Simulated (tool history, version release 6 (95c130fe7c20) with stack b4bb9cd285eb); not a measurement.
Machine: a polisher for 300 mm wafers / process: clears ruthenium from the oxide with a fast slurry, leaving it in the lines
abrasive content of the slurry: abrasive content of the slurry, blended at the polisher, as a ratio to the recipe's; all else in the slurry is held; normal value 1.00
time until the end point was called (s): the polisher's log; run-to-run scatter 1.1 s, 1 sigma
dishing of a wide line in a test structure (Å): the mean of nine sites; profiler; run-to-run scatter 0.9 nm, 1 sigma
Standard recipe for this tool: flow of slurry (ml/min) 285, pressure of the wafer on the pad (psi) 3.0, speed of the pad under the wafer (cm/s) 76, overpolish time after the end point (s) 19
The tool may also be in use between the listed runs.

run   hour  flow of slurry (ml/min)  pressure of the wafer on the pad (psi)  speed of the pad under the wafer (cm/s)  abrasive content of the slurry  overpolish time after the end point (s)  incoming thickness of the incoming film, nm  time until the end point was called (s)  dishing of a wide line in a test structure (Å)
  1    0.0                      285                                     3.0                                       76                            1.00                                       19                                        223.8                                     98.1                                             337
  2   10.4                      285                                     3.0                                       76                            1.00                                       19                                        221.8                                     97.4                                             342
      18.5  -- worn pad replaced by a new one
  3   23.9                      285                                     3.0                                       76                            1.00                                       19                                        222.2                                     90.2                                             352
  4   39.7                      285                                     3.0                                       76                            1.00                                       19                                        220.3                                     90.9                                             357
  5   55.8                      285                                     3.0                                       76                            1.00                                       19                                        216.9                                     95.0                                             349
  6   63.0                      285                                     3.0                                       76                            1.00                                       19                                        219.2                                     96.0                                             347
      73.1  -- head pressure recalibrated
  7   73.6                      285                                     3.0                                       76                            1.00                                       19                                        218.7                                     97.1                                             330
  8   86.6                      285                                     3.0                                       76                            1.00                                       19                                        215.2                                    100.8                                             331
  9   95.9                      285                                     3.0                                       76                            1.00                                       19                                        222.7                                    104.4                                             325
     103.5  -- worn pad replaced by a new one
 10  107.9                      285                                     3.0                                       76                            0.80                                       19                                        218.8                                    103.3                                             322
     113.6  -- slurry blender recalibrated
 11  116.4                      285                                     3.0                                       76                            0.80                                       19                                        222.2                                     89.4                                             365
 12  128.5                      285                                     3.0                                       76                            1.00                                       19                                        220.4                                     84.2                                             378
 13  136.0                      285                                     3.0                                       76                            1.00                                       19                                        219.9                                     81.6                                             391
 14  151.6                      285                                     3.0                                       88                            0.80                                       19                                        219.7                                     83.8                                             385
 15  168.7                      285                                     3.0                                       58                            0.70                                       19                                        219.8                                    131.7                                             262
     175.4  -- worn pad replaced by a new one
 16  176.1                      285                                     3.9                                       76                            1.00                                       19                                        222.5                                     62.2                                             462
 17  192.4                      285                                     3.0                                       76                            1.00                                       19                                        223.0                                     83.9                                             373
 18  208.8                      285                                     2.1                                       92                            1.00                                       10                                        220.4                                    100.7                                             191
 19  216.2                      285                                     3.0                                       76                            1.00                                       19                                        216.9                                     85.2                                             374
 20  230.3                      285                                     3.0                                       76                            1.00                                       19                                        224.0                                     91.9                                             347
     243.9  -- worn pad replaced by a new one
 21  244.4                      285                                     3.0                                       76                            1.00                                       27                                        218.9                                     82.1                                             518
     250.8  -- slurry nozzle cleaned
 22  251.3                      335                                     3.0                                       56                            1.00                                       19                                        218.0                                    105.7                                             298
 23  267.0                      285                                     3.0                                       76                            0.75                                       19                                        221.8                                    100.9                                             332
 24  284.0                      285                                     3.0                                       76                            1.00                                       19                                        224.6                                     89.5                                             357
 25  296.0                      285                                     3.0                                       76                            1.00                                       19                                        216.8                                     91.3                                             355
     309.9  -- worn pad replaced by a new one
 26  313.6                      345                                     3.0                                       92                            1.00                                       22                                        224.5                                     70.7                                             484
 27  330.8                      285                                     3.0                                       76                            1.00                                       11                                        219.4                                     87.1                                             230

Alternative continuations, all from the tool just after run 27; predict every row:
  A  331.3                      285                                     3.0                                       76                            1.00                                       10                                        217.7                                        ?                                               ?
  B  331.3                      285                                     3.0                                       96                            1.00                                       27                                        217.7                                        ?                                               ?
  C  331.3                      285                                     3.0                                       62                            1.00                                       16                                        217.7                                        ?                                               ?
  D  331.3                      335                                     3.7                                       76                            1.00                                       22                                        217.7                                        ?                                               ?
  E  331.3                      340                                     3.0                                       92                            1.30                                       11                                        217.7                                        ?                                               ?

run  time until the end point was called (s)  dishing of a wide line in a test structure (Å)
  A                                     85.4                                             222
  B                                     69.2                                             560
  C                                    102.3                                             285
  D                                     68.5                                             493
  E                                     63.4                                             310
What these runs would have given with no unlogged condition in the tool:
run  time until the end point was called (s)  dishing of a wide line in a test structure (Å)
  A                                     76.0                                             246
  B                                     61.6                                             600
  C                                     91.0                                             313
  D                                     61.0                                             532
  E                                     57.0                                             338

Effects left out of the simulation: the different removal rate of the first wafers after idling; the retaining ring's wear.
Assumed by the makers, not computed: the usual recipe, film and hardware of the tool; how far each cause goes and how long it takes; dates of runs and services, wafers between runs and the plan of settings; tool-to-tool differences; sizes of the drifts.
